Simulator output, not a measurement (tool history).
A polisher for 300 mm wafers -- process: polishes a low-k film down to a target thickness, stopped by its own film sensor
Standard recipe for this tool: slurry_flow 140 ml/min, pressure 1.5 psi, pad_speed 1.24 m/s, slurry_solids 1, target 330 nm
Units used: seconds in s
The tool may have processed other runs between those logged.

| run | hour | slurry_flow | pressure | pad_speed | slurry_solids | target | incoming thickness of the incoming film, nm | seconds |
|---|---|---|---|---|---|---|---|---|
| 1 | 0 | 140 | 1.4 | 1.24 | 1 | 330 | 380.7 | 102.7 |
| 2 | 32.4 | 140 | 1.4 | 1.24 | 1 | 330 | 376.7 | 90.8 |
| 3 | 52.8 | 140 | 1.1 | 1.24 | 1 | 330 | 375.9 | 112.2 |
| 4 | 65.8 | 140 | 1.2 | 1.44 | 1 | 330 | 381.3 | 102.6 |
| 5 | 80 | 140 | 1.2 | 1.24 | 1 | 330 | 373.4 | 99.1 |
| 6 | 104 | 140 | 1.2 | 1.44 | 1 | 330 | 386.9 | 114.3 |
| 7 | 139.2 | 140 | 1.5 | 1.24 | 1 | 346 | 381.9 | 64 |
| 8 | 164.3 | 140 | 1.5 | 1.64 | 1 | 338 | 376.9 | 56.1 |
| 9 | 197.5 | 155 | 1.5 | 1.24 | 1 | 330 | 383.5 | 93.9 |
| 10 | 210.6 | 185 | 1.5 | 1.24 | 1.2 | 330 | 379.9 | 76.9 |
| 11 | 243.6 | 140 | 1.5 | 1.24 | 1 | 343 | 375 | 55.1 |
| 12 | 278.4 | 140 | 1.5 | 1.24 | 1 | 330 | 380.3 | 101.6 |
| 13 | 303 | 140 | 1.5 | 1.24 | 1 | 330 | 383.6 | 110.3 |
| 14 | 337 | 140 | 1.5 | 1.54 | 1 | 345 | 375.3 | 51.9 |
| 15 | 366.5 | 140 | 1.9 | 0.88 | 1 | 330 | 383.3 | 111 |
| 16 | 402.4 | 140 | 1.5 | 1.52 | 1.25 | 330 | 374.6 | 66.6 |
| 17 | 421.3 | 140 | 1.9 | 0.98 | 1 | 320 | 382.3 | 118.9 |
| 18 | 448.4 | 140 | 1.5 | 1.24 | 1 | 330 | 374.2 | 89.2 |
| 19 | 460.8 | 115 | 1 | 1.24 | 1 | 330 | 383.7 | 168 |
| 20 | 488.5 | 140 | 1.5 | 1.24 | 1 | 330 | 387.4 | 115.7 |
| 21 | 508.1 | 140 | 1.5 | 1.24 | 1 | 330 | 378.5 | 96.1 |
| 22 | 530 | 140 | 1.5 | 1.24 | 1 | 321 | 386.3 | 129 |
| 23 | 561.8 | 140 | 1.4 | 1.24 | 1 | 330 | 378.6 | 103.6 |
| 24 | 593.5 | 140 | 1.5 | 1.24 | 1 | 330 | 382.7 | 104.1 |
| 25 | 629.4 | 140 | 1.5 | 1.24 | 1.2 | 337 | 382.9 | 83.1 |
| 26 | 641.9 | 140 | 1.5 | 1.24 | 1.3 | 330 | 375.7 | 77 |

Removed from this log: 7 entries logged between the listed runs. Between which two listed runs does each belong, and how does the tool's hidden state at the listed run before it compare with that at the listed run after it?
Runs 6 to 7: conditioning disc replaced and pad reconditioned (hour 127.7)
  deviation of the head's pressure from its setpoint, %: 12.4 -> 13.3
  measured result minus the result with no hidden state, seconds: -14.2 -> -8.5 s
Runs 10 to 11: worn pad replaced by a new one (hour 242.4)
  deviation of the head's pressure from its setpoint, %: 15.1 -> 16
  measured result minus the result with no hidden state, seconds: -11.6 -> -8.8 s
Runs 11 to 12: head pressure recalibrated (hour 252.2)
  deviation of the head's pressure from its setpoint, %: 16 -> 1.03
  measured result minus the result with no hidden state, seconds: -8.8 -> -1.1 s
Runs 16 to 17: conditioning disc replaced and pad reconditioned (hour 413.6)
  deviation of the head's pressure from its setpoint, %: 1.3 -> 1.37
  measured result minus the result with no hidden state, seconds: -0.8 -> -1.6 s
Runs 19 to 20: slurry blender recalibrated (hour 470.5)
  deviation of the head's pressure from its setpoint, %: 1.55 -> 1.7
  measured result minus the result with no hidden state, seconds: -2.6 -> -1.9 s
Runs 21 to 22: worn pad replaced by a new one (hour 517.8)
  deviation of the head's pressure from its setpoint, %: 1.82 -> 1.96
  measured result minus the result with no hidden state, seconds: -1.8 -> -2.6 s
Runs 25 to 26: slurry nozzle cleaned (hour 631.1)
  deviation of the head's pressure from its setpoint, %: 2.76 -> 2.87
  measured result minus the result with no hidden state, seconds: -2.3 -> -2.2 s
